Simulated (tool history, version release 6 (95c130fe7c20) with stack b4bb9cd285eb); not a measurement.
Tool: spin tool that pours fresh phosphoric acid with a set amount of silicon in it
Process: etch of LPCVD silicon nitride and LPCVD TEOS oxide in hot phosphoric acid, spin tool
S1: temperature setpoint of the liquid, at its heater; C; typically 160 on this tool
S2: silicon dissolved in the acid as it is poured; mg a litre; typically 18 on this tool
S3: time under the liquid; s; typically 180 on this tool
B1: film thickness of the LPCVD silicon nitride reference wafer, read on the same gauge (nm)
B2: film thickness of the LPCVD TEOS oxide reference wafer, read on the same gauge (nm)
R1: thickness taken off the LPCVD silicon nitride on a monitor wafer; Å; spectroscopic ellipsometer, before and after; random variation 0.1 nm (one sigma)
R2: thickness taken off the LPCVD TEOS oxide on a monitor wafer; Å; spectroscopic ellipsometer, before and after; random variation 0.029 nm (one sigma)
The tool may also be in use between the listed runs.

run,hour,S1,S2,S3,B1,B2,R1,R2
1,0,160,18,180,119.99,70.007,171.6,3.54
2,7.7,160,18,180,120,70.024,172.2,3.78
3,24.8,160,18,180,119.98,69.995,169.9,3.95
4,32.1,160,18,180,120.03,69.999,171.6,3.75
5,41.1,160,22.5,180,119.98,69.996,172,3.36
# hour 51.7: dissolved silicon flow meter replaced
# hour 62.3: heated supply line repaired
6,81.9,160,18,180,120.01,69.98,172.4,4.23
7,90.6,161,29.5,265,120.01,70.007,260.9,4.05
8,106.6,160,18,180,120,69.995,173.2,3.92
9,120.3,160,18,180,119.98,69.983,171.1,3.47
10,127.6,161,26.5,80,120.02,70.006,78.7,1.41
11,133.7,160,18,180,119.99,69.993,173.1,4.07
# hour 141.2: gauge calibrated
12,146.9,161,14,240,120.01,70.002,236.8,6.05
13,154.6,157,4.5,110,120.01,69.994,96.1,2.73
14,163.3,160,18,180,120.06,70.01,171.1,4.1
# hour 171.8: thermometer replaced
15,175.1,160,25,180,119.99,70.006,171.3,3.31
16,183.6,158,23,265,119.98,69.985,235.2,4.69
17,200,161.5,28.5,245,120,69.973,246.1,3.84
18,210.8,157,18,180,119.99,70.006,155.9,2.92
19,225.4,160,8.5,285,120.01,70.007,274.3,7.19
20,240.3,160,18,180,120.02,70,174.9,4.22
21,253.1,162,13.5,120,119.98,70.001,123.4,3.34
22,266.8,159,10,220,120.03,69.991,206.3,5.37
23,283.9,158,27.5,260,120.02,69.975,234.5,3.52

Here are 3 independent what-if runs from the current tool condition. What would each one return?
A,284.4,160,18,270,?,?,?,?
B,284.4,160,18,235,?,?,?,?
C,284.4,158,30.5,120,?,?,?,?

run,B1,B2,R1,R2
A,119.96,69.993,258.2,6.03
B,119.96,69.993,224.7,5.25
C,119.96,69.993,107.2,1.53
Without the tool's hidden state the same runs would have given:
run,R1,R2
A,258.2,6.03
B,224.7,5.25
C,107.2,1.53

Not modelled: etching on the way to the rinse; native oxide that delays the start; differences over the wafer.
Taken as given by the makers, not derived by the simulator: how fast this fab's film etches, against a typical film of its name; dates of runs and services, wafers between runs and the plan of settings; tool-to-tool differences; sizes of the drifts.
